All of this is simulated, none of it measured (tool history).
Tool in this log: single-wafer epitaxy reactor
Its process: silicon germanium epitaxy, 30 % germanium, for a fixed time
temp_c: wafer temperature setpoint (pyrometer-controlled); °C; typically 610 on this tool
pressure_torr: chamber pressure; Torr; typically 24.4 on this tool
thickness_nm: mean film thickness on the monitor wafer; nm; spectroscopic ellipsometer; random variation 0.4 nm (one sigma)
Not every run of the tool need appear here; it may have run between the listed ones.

| run | hour | temp_c | pressure_torr | wafers since the last listed run | hours since the last pyrometer calibration | hours since the last manometer calibration | hours since the showerhead was replaced | hours since the gauge calibration | read-back reference wafer on the same gauge, thickness_nm | thickness_nm |
|---|---|---|---|---|---|---|---|---|---|---|
| 1 | 0.0 | 610 | 24.4 | 0 | 275.3 | 1093.7 | 3399.8 | 1108.8 | 84.920 | 80.830 |
| 2 | 35.9 | 610 | 24.4 | 596 | 311.2 | 1129.6 | 3435.7 | 1144.7 | 84.888 | 81.202 |
| 3 | 74.9 | 610 | 24.4 | 648 | 350.2 | 1168.6 | 3474.7 | 1183.7 | 84.894 | 80.387 |
| 4 | 132.3 | 610 | 22.1 | 953 | 407.6 | 1226.0 | 3532.1 | 1241.1 | 84.893 | 78.665 |
| 5 | 204.1 | 610 | 22.1 | 1193 | 479.4 | 1297.8 | 3603.9 | 1312.9 | 84.886 | 77.964 |
| 6 | 269.0 | 610 | 24.4 | 1078 | 544.3 | 1362.7 | 3668.8 | 1377.8 | 84.954 | 79.369 |
|  | 300.8 | gauge calibrated |
| 7 | 330.7 | 610 | 28.6 | 1025 | 606.0 | 1424.4 | 3730.5 | 29.9 | 84.840 | 83.003 |
| 8 | 395.0 | 610 | 28.6 | 1068 | 670.3 | 1488.7 | 3794.8 | 94.2 | 84.857 | 83.229 |
|  | 404.1 | showerhead replaced, of another model than before |
| 9 | 457.8 | 610 | 28.6 | 910 | 733.1 | 1551.5 | 53.7 | 157.0 | 84.861 | 84.845 |
| 10 | 514.6 | 607 | 23.0 | 943 | 789.9 | 1608.3 | 110.5 | 213.8 | 84.885 | 72.568 |
| 11 | 539.2 | 610 | 24.4 | 408 | 814.5 | 1632.9 | 135.1 | 238.4 | 84.847 | 79.744 |
| 12 | 600.6 | 610 | 24.4 | 1020 | 875.9 | 1694.3 | 196.5 | 299.8 | 84.870 | 79.387 |
| 13 | 658.1 | 610 | 24.4 | 955 | 933.4 | 1751.8 | 254.0 | 357.3 | 84.825 | 78.919 |
| 14 | 728.0 | 610 | 26.0 | 1161 | 1003.3 | 1821.7 | 323.9 | 427.2 | 84.927 | 81.237 |
| 15 | 788.7 | 625 | 24.4 | 1008 | 1064.0 | 1882.4 | 384.6 | 487.9 | 84.906 | 106.501 |
| 16 | 825.6 | 610 | 24.4 | 613 | 1100.9 | 1919.3 | 421.5 | 524.8 | 84.843 | 79.083 |
| 17 | 877.1 | 614 | 26.0 | 855 | 1152.4 | 1970.8 | 473.0 | 576.3 | 84.888 | 88.061 |
|  | 935.4 | pyrometer calibrated |
| 18 | 943.9 | 605 | 27.5 | 977 | 8.5 | 2037.6 | 539.8 | 643.1 | 84.982 | 78.437 |
| 19 | 974.5 | 610 | 24.4 | 508 | 39.1 | 2068.2 | 570.4 | 673.7 | 85.016 | 83.050 |
| 20 | 1012.5 | 610 | 24.4 | 631 | 77.1 | 2106.2 | 608.4 | 711.7 | 84.857 | 81.739 |
| 21 | 1043.9 | 597 | 29.5 | 521 | 108.5 | 2137.6 | 639.8 | 743.1 | 84.965 | 68.075 |
| 22 | 1091.2 | 610 | 24.4 | 785 | 155.8 | 2184.9 | 687.1 | 790.4 | 84.908 | 80.890 |
|  | 1118.1 | capacitance manometer re-zeroed and calibrated |
| 23 | 1142.5 | 614 | 28.8 | 719 | 207.1 | 24.4 | 738.4 | 841.7 | 84.963 | 93.790 |
| 24 | 1207.2 | 614 | 27.5 | 1075 | 271.8 | 89.1 | 803.1 | 906.4 | 84.918 | 90.805 |
| 25 | 1244.8 | 622 | 24.4 | 624 | 309.4 | 126.7 | 840.7 | 944.0 | 84.950 | 103.092 |
| 26 | 1281.4 | 620 | 26.7 | 608 | 346.0 | 163.3 | 877.3 | 980.6 | 84.926 | 101.118 |
| 27 | 1344.2 | 604 | 21.9 | 1043 | 408.8 | 226.1 | 940.1 | 1043.4 | 84.858 | 67.494 |
| 28 | 1368.6 | 601 | 24.4 | 405 | 433.2 | 250.5 | 964.5 | 1067.8 | 84.844 | 66.280 |
| 29 | 1470.6 | 610 | 24.4 | 1694 | 535.2 | 352.5 | 1066.5 | 1169.8 | 84.909 | 79.977 |
| 30 | 1536.2 | 610 | 24.4 | 1090 | 600.8 | 418.1 | 1132.1 | 1235.4 | 84.926 | 79.156 |
| 31 | 1568.0 | 610 | 24.4 | 528 | 632.6 | 449.9 | 1163.9 | 1267.2 | 84.933 | 78.888 |
|  | 1586.6 | gauge calibrated |
| 32 | 1601.6 | 598 | 29.1 | 558 | 666.2 | 483.5 | 1197.5 | 15.0 | 84.942 | 66.761 |
| 33 | 1658.2 | 623 | 18.5 | 940 | 722.8 | 540.1 | 1254.1 | 71.6 | 84.899 | 92.792 |
| 34 | 1685.1 | 595 | 21.8 | 446 | 749.7 | 567.0 | 1281.0 | 98.5 | 84.964 | 55.508 |
| 35 | 1752.7 | 598 | 28.1 | 1123 | 817.3 | 634.6 | 1348.6 | 166.1 | 84.899 | 64.597 |
| 36 | 1782.0 | 623 | 29.0 | 486 | 846.6 | 663.9 | 1377.9 | 195.4 | 84.860 | 109.545 |

What was the tool's hidden state at every run in the log?
true pressure above the setpoint (%): 0 on each run
gauge reads high (%): 0 on each run
H1: wafer temperature above the value expected at the setpoint (K)
| run | H1 |
|---|---|
| 1 | -1.18 |
| 2 | -1.3 |
| 3 | -1.41 |
| 4 | -1.56 |
| 5 | -1.71 |
| 6 | -1.82 |
| 7 | -1.91 |
| 8 | -1.99 |
| 9 | -2.06 |
| 10 | -2.11 |
| 11 | -2.13 |
| 12 | -2.17 |
| 13 | -2.2 |
| 14 | -2.24 |
| 15 | -2.26 |
| 16 | -2.28 |
| 17 | -2.29 |
| 18 | -0.0626 |
| 19 | -0.271 |
| 20 | -0.506 |
| 21 | -0.683 |
| 22 | -0.921 |
| 23 | -1.15 |
| 24 | -1.39 |
| 25 | -1.51 |
| 26 | -1.62 |
| 27 | -1.78 |
| 28 | -1.83 |
| 29 | -2.03 |
| 30 | -2.12 |
| 31 | -2.17 |
| 32 | -2.21 |
| 33 | -2.27 |
| 34 | -2.29 |
| 35 | -2.35 |
| 36 | -2.37 |

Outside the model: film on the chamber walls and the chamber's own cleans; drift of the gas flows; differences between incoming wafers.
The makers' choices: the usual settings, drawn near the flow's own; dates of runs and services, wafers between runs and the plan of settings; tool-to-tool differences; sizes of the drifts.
